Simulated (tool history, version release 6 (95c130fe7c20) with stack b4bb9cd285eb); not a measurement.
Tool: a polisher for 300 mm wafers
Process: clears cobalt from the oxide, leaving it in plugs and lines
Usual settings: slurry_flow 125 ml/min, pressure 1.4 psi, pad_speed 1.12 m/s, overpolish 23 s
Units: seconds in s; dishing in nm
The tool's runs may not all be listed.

run	hour	slurry_flow	pressure	pad_speed	overpolish	wafers since the last listed run	wafers polished on this pad	hours since the slurry nozzle was cleaned	hours since the head pressure was calibrated	incoming thickness of the incoming film, nm	seconds	dishing
1	0	150	1.4	1.12	23	0	827	205.5	1094.6	327.7	83.5	56.4
2	30	125	1.4	1.12	23	226	1054	235.5	1124.6	325.8	84.8	55.8
3	42.3	125	1.4	1.12	23	92	1147	247.8	1136.9	327.9	86	54
# hour 51.6: worn pad replaced by a new one
4	73.8	125	1.4	1.12	23	207	167	279.3	1168.4	337	82.5	55.4
5	96.4	125	1.4	1.12	23	170	338	301.9	1191	334.8	81	56.6
6	115.2	125	1.4	1.12	23	142	480	320.7	1209.8	323.7	78.6	56.9
7	150.3	125	1.4	1.12	23	265	746	355.8	1244.9	336.2	83.8	56.8
8	167.6	125	1.4	1.12	23	130	876	373.1	1262.2	329.5	83.3	55.9
9	185.3	125	1.4	1.12	23	133	1010	390.8	1279.9	332.4	87.8	55.5
10	213.2	125	1.4	1.12	23	210	1221	418.7	1307.8	335.2	88	56
# hour 224.7: worn pad replaced by a new one
11	235.6	125	1.4	1.12	23	139	82	441.1	1330.2	335	82	58.4
12	253.2	125	1.4	1.12	23	133	215	458.7	1347.8	325	77.3	58.1
13	277.9	125	1.4	1.12	33	186	401	483.4	1372.5	330.3	78.2	70.4
14	290	125	1.4	1.12	33	91	493	495.5	1384.6	328.7	79.6	70.1
# hour 308.7: slurry nozzle cleaned
15	312.8	125	1.4	1.12	23	164	658	4.1	1407.4	333.5	82.5	56
16	342	125	1.7	1.12	23	220	878	33.3	1436.6	325	67.6	62.3
# hour 380.4: head pressure recalibrated
17	396.7	125	1.4	1.12	23	398	1277	88	16.3	326.1	98.7	51.1
# hour 431.4: worn pad replaced by a new one
18	431.9	125	1.4	1.12	23	235	3	123.2	51.5	325.1	86.3	54.7
19	466.6	125	1.4	1.12	23	262	265	157.9	86.2	327.8	90.5	54

The next listed run, before its measurement:
20	568.6	95	1.2	0.88	23	770	1036	259.9	188.2	331.2	?	?

{"run 20": {"seconds": 147.9, "dishing": 38.4}}
Without the tool's hidden state the same run would have given seconds 135.8 s, dishing 40.9 nm.

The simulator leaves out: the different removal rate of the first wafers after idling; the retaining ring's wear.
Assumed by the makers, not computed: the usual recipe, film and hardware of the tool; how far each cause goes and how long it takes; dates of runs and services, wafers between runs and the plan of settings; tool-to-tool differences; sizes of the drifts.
